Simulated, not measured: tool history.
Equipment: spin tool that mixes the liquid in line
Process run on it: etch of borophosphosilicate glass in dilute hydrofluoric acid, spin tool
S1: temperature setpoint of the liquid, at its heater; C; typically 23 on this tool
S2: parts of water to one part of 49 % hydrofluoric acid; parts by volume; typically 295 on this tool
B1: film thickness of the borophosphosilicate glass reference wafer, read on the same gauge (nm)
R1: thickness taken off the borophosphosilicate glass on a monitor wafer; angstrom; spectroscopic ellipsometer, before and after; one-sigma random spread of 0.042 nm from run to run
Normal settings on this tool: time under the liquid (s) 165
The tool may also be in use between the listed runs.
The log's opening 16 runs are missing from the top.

Run 17, day 65.079: usual settings but S2 400 parts by volume, time under the liquid (s) 80; B1 110.89. Result: R1 37.7 angstrom.
Run 18, day 67.304: usual settings; B1 111.09. Result: R1 115.8 angstrom.
Run 19, day 69.079: usual settings but S1 19.5 C; B1 111.22. Result: R1 103.1 angstrom.
Run 20, day 72.762: usual settings but S1 20.5 C, S2 195 parts by volume; B1 111.46. Result: R1 177.7 angstrom.
Run 21, day 74.783: usual settings but S1 20.5 C, S2 190 parts by volume, time under the liquid (s) 75; B1 111.57. Result: R1 83.5 angstrom.
At day 78.242: hydrofluoric acid flow meter replaced.
Run 22, day 78.338: usual settings but S1 25.5 C, S2 230 parts by volume, time under the liquid (s) 235; B1 111.76. Result: R1 250.4 angstrom.
Run 23, day 80.417: usual settings but S1 26.5 C, S2 335 parts by volume, time under the liquid (s) 115; B1 111.87. Result: R1 78 angstrom.
Run 24, day 83.462: usual settings; B1 112.03. Result: R1 117 angstrom.
Run 25, day 86.633: usual settings; B1 112.15. Result: R1 117 angstrom.
Run 26, day 89.321: usual settings but S2 175 parts by volume; B1 112.24. Result: R1 223.9 angstrom.
Run 27, day 92.017: usual settings; B1 112.37. Result: R1 118 angstrom.
Run 28, day 94.004: usual settings but S2 395 parts by volume, time under the liquid (s) 110; B1 112.41. Result: R1 53.7 angstrom.
Run 29, day 98.442: usual settings but S2 350 parts by volume; B1 112.55. Result: R1 94.3 angstrom.
Run 30, day 100.433: usual settings but S2 240 parts by volume, time under the liquid (s) 115; B1 112.59. Result: R1 106.7 angstrom.
Run 31, day 104.825: usual settings but S1 18.5 C, S2 225 parts by volume, time under the liquid (s) 225; B1 112.67. Result: R1 189.5 angstrom.
Run 32, day 107.329: usual settings but S2 235 parts by volume, time under the liquid (s) 250; B1 112.71. Result: R1 238.8 angstrom.

4 ways to go on from here, each from the tool as it stands after run 32. What would each give?
Run A, day 107.35: usual settings but S1 21 C; B1 ?. Result: R1 ?.
Run B, day 107.35: usual settings but S1 25.5 C, S2 215 parts by volume; B1 ?. Result: R1 ?.
Run C, day 107.35: usual settings but S2 395 parts by volume, time under the liquid (s) 255; B1 ?. Result: R1 ?.
Run D, day 107.35: usual settings but S2 365 parts by volume, time under the liquid (s) 245; B1 ?. Result: R1 ?.

run      B1     R1
  A  112.74  109.4
  B  112.74  191.3
  C  112.74  123.8
  D  112.74  132.2
With the hidden condition removed and each run's random variation left untouched, the same runs would have given:
run     R1
  A  106.8
  B  186.7
  C  120.8
  D    129
